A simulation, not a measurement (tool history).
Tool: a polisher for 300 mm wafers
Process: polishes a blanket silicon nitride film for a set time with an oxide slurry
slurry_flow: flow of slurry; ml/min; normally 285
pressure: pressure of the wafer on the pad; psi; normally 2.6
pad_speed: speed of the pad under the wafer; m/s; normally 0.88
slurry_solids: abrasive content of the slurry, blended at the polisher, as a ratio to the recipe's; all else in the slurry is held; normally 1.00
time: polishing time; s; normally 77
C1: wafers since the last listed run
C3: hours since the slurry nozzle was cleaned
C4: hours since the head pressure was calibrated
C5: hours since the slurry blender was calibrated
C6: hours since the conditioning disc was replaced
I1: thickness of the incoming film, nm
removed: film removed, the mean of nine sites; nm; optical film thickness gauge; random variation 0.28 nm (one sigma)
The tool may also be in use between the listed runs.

{"run": 1, "hour": 0.0, "slurry_flow": 285, "pressure": 2.6, "pad_speed": 0.88, "slurry_solids": 1.0, "time": 77, "C1": 0, "wafers polished on this pad": 852, "C3": 166.5, "C4": 495.4, "C5": 151.1, "C6": 130.3, "I1": 554.3, "removed": 32.5}
{"run": 2, "hour": 53.6, "slurry_flow": 285, "pressure": 2.6, "pad_speed": 0.88, "slurry_solids": 1.0, "time": 77, "C1": 422, "wafers polished on this pad": 1275, "C3": 220.1, "C4": 549.0, "C5": 204.7, "C6": 183.9, "I1": 551.6, "removed": 32.1}
{"run": 3, "hour": 89.3, "slurry_flow": 285, "pressure": 2.6, "pad_speed": 0.88, "slurry_solids": 1.0, "time": 77, "C1": 281, "wafers polished on this pad": 1556, "C3": 255.8, "C4": 584.7, "C5": 240.4, "C6": 219.6, "I1": 569.7, "removed": 30.7}
{"run": 4, "hour": 124.2, "slurry_flow": 285, "pressure": 3.0, "pad_speed": 0.88, "slurry_solids": 1.2, "time": 103, "C1": 275, "wafers polished on this pad": 1831, "C3": 290.7, "C4": 619.6, "C5": 275.3, "C6": 254.5, "I1": 560.2, "removed": 51.4}
{"run": 5, "hour": 139.5, "slurry_flow": 285, "pressure": 3.4, "pad_speed": 0.88, "slurry_solids": 0.75, "time": 66, "C1": 120, "wafers polished on this pad": 1952, "C3": 306.0, "C4": 634.9, "C5": 290.6, "C6": 269.8, "I1": 552.3, "removed": 27.7}
{"hour": 151.6, "done": "head pressure recalibrated"}
{"hour": 159.7, "done": "worn pad replaced by a new one"}
{"hour": 162.0, "done": "conditioning disc replaced and pad reconditioned"}
{"run": 6, "hour": 227.5, "slurry_flow": 285, "pressure": 2.6, "pad_speed": 0.88, "slurry_solids": 1.0, "time": 77, "C1": 630, "wafers polished on this pad": 518, "C3": 394.0, "C4": 75.9, "C5": 378.6, "C6": 65.5, "I1": 567.0, "removed": 30.5}
{"run": 7, "hour": 249.9, "slurry_flow": 285, "pressure": 2.6, "pad_speed": 0.68, "slurry_solids": 1.0, "time": 92, "C1": 176, "wafers polished on this pad": 695, "C3": 416.4, "C4": 98.3, "C5": 401.0, "C6": 87.9, "I1": 560.2, "removed": 29.8}
{"run": 8, "hour": 271.4, "slurry_flow": 245, "pressure": 2.6, "pad_speed": 0.64, "slurry_solids": 0.9, "time": 92, "C1": 169, "wafers polished on this pad": 864, "C3": 437.9, "C4": 119.8, "C5": 422.5, "C6": 109.4, "I1": 567.7, "removed": 25.5}
{"hour": 274.6, "done": "slurry blender recalibrated"}
{"run": 9, "hour": 302.5, "slurry_flow": 285, "pressure": 3.3, "pad_speed": 0.88, "slurry_solids": 1.0, "time": 77, "C1": 229, "wafers polished on this pad": 1093, "C3": 469.0, "C4": 150.9, "C5": 27.9, "C6": 140.5, "I1": 559.6, "removed": 40.1}
{"run": 10, "hour": 333.6, "slurry_flow": 285, "pressure": 2.6, "pad_speed": 0.88, "slurry_solids": 0.85, "time": 98, "C1": 245, "wafers polished on this pad": 1339, "C3": 500.1, "C4": 182.0, "C5": 59.0, "C6": 171.6, "I1": 561.6, "removed": 38.0}
{"hour": 394.1, "done": "conditioning disc replaced and pad reconditioned"}
{"hour": 416.0, "done": "slurry nozzle cleaned"}
{"run": 11, "hour": 416.5, "slurry_flow": 235, "pressure": 2.6, "pad_speed": 1.16, "slurry_solids": 1.0, "time": 77, "C1": 629, "wafers polished on this pad": 1968, "C3": 0.5, "C4": 264.9, "C5": 141.9, "C6": 22.4, "I1": 555.7, "removed": 38.3}
{"hour": 423.0, "done": "worn pad replaced by a new one"}
{"run": 12, "hour": 432.6, "slurry_flow": 200, "pressure": 3.4, "pad_speed": 0.78, "slurry_solids": 1.0, "time": 65, "C1": 95, "wafers polished on this pad": 75, "C3": 16.6, "C4": 281.0, "C5": 158.0, "C6": 38.5, "I1": 563.9, "removed": 31.1}
{"run": 13, "hour": 453.2, "slurry_flow": 285, "pressure": 2.6, "pad_speed": 0.88, "slurry_solids": 0.7, "time": 77, "C1": 162, "wafers polished on this pad": 237, "C3": 37.2, "C4": 301.6, "C5": 178.6, "C6": 59.1, "I1": 560.4, "removed": 26.7}
{"run": 14, "hour": 476.7, "slurry_flow": 285, "pressure": 3.1, "pad_speed": 1.0, "slurry_solids": 1.0, "time": 77, "C1": 185, "wafers polished on this pad": 422, "C3": 60.7, "C4": 325.1, "C5": 202.1, "C6": 82.6, "I1": 562.3, "removed": 41.8}
{"run": 15, "hour": 514.2, "slurry_flow": 355, "pressure": 2.6, "pad_speed": 0.64, "slurry_solids": 1.1, "time": 54, "C1": 295, "wafers polished on this pad": 718, "C3": 98.2, "C4": 362.6, "C5": 239.6, "C6": 120.1, "I1": 561.0, "removed": 19.1}
{"run": 16, "hour": 561.0, "slurry_flow": 285, "pressure": 2.8, "pad_speed": 0.88, "slurry_solids": 1.0, "time": 58, "C1": 368, "wafers polished on this pad": 1087, "C3": 145.0, "C4": 409.4, "C5": 286.4, "C6": 166.9, "I1": 568.8, "removed": 25.4}
{"run": 17, "hour": 580.5, "slurry_flow": 285, "pressure": 3.0, "pad_speed": 0.88, "slurry_solids": 0.85, "time": 65, "C1": 153, "wafers polished on this pad": 1241, "C3": 164.5, "C4": 428.9, "C5": 305.9, "C6": 186.4, "I1": 561.2, "removed": 27.4}
{"run": 18, "hour": 616.2, "slurry_flow": 285, "pressure": 1.9, "pad_speed": 1.0, "slurry_solids": 1.0, "time": 77, "C1": 281, "wafers polished on this pad": 1522, "C3": 200.2, "C4": 464.6, "C5": 341.6, "C6": 222.1, "I1": 559.8, "removed": 26.4}
{"hour": 639.5, "done": "slurry blender recalibrated"}
{"run": 19, "hour": 641.6, "slurry_flow": 285, "pressure": 2.6, "pad_speed": 0.88, "slurry_solids": 1.0, "time": 77, "C1": 184, "wafers polished on this pad": 1706, "C3": 225.6, "C4": 490.0, "C5": 2.1, "C6": 247.5, "I1": 555.8, "removed": 32.6}
{"hour": 655.6, "done": "conditioning disc replaced and pad reconditioned"}
{"run": 20, "hour": 674.2, "slurry_flow": 355, "pressure": 2.6, "pad_speed": 0.88, "slurry_solids": 1.0, "time": 77, "C1": 241, "wafers polished on this pad": 1948, "C3": 258.2, "C4": 522.6, "C5": 34.7, "C6": 18.6, "I1": 560.4, "removed": 33.4}
{"hour": 685.3, "done": "worn pad replaced by a new one"}
{"run": 21, "hour": 704.7, "slurry_flow": 360, "pressure": 2.6, "pad_speed": 1.06, "slurry_solids": 0.85, "time": 77, "C1": 208, "wafers polished on this pad": 153, "C3": 288.7, "C4": 553.1, "C5": 65.2, "C6": 49.1, "I1": 563.9, "removed": 36.8}
{"run": 22, "hour": 717.0, "slurry_flow": 285, "pressure": 3.0, "pad_speed": 0.88, "slurry_solids": 1.0, "time": 102, "C1": 96, "wafers polished on this pad": 249, "C3": 301.0, "C4": 565.4, "C5": 77.5, "C6": 61.4, "I1": 564.6, "removed": 50.9}
{"run": 23, "hour": 729.1, "slurry_flow": 285, "pressure": 2.3, "pad_speed": 0.88, "slurry_solids": 1.0, "time": 77, "C1": 95, "wafers polished on this pad": 345, "C3": 313.1, "C4": 577.5, "C5": 89.6, "C6": 73.5, "I1": 552.9, "removed": 31.1}
{"run": 24, "hour": 743.2, "slurry_flow": 370, "pressure": 3.0, "pad_speed": 0.78, "slurry_solids": 1.0, "time": 77, "C1": 111, "wafers polished on this pad": 456, "C3": 327.2, "C4": 591.6, "C5": 103.7, "C6": 87.6, "I1": 558.0, "removed": 35.8}
{"run": 25, "hour": 757.1, "slurry_flow": 285, "pressure": 2.6, "pad_speed": 0.88, "slurry_solids": 1.0, "time": 77, "C1": 109, "wafers polished on this pad": 566, "C3": 341.1, "C4": 605.5, "C5": 117.6, "C6": 101.5, "I1": 554.6, "removed": 33.9}
{"hour": 830.5, "done": "head pressure recalibrated"}
{"run": 26, "hour": 835.0, "slurry_flow": 285, "pressure": 3.0, "pad_speed": 0.88, "slurry_solids": 1.0, "time": 102, "C1": 598, "wafers polished on this pad": 1164, "C3": 419.0, "C4": 4.5, "C5": 195.5, "C6": 179.4, "I1": 558.3, "removed": 49.0}

Below are 3 alternative next runs, each starting from the tool's condition after run 26. Predict each:
{"run": "A", "hour": 835.4, "slurry_flow": 285, "pressure": 2.6, "pad_speed": 0.88, "slurry_solids": 1.0, "time": 77, "C1": 3, "wafers polished on this pad": 1167, "C3": 419.4, "C4": 4.9, "C5": 195.9, "C6": 179.8, "I1": 561.1, "removed": "?"}
{"run": "B", "hour": 835.4, "slurry_flow": 260, "pressure": 1.8, "pad_speed": 0.88, "slurry_solids": 1.15, "time": 51, "C1": 3, "wafers polished on this pad": 1167, "C3": 419.4, "C4": 4.9, "C5": 195.9, "C6": 179.8, "I1": 561.1, "removed": "?"}
{"run": "C", "hour": 835.4, "slurry_flow": 320, "pressure": 2.6, "pad_speed": 0.88, "slurry_solids": 1.0, "time": 77, "C1": 3, "wafers polished on this pad": 1167, "C3": 419.4, "C4": 4.9, "C5": 195.9, "C6": 179.8, "I1": 561.1, "removed": "?"}

run=A removed=33.0
run=B removed=17.2
run=C removed=33.4
With no hidden state in the tool, these same runs would have given:
run=A removed=34.7
run=B removed=18.0
run=C removed=35.1
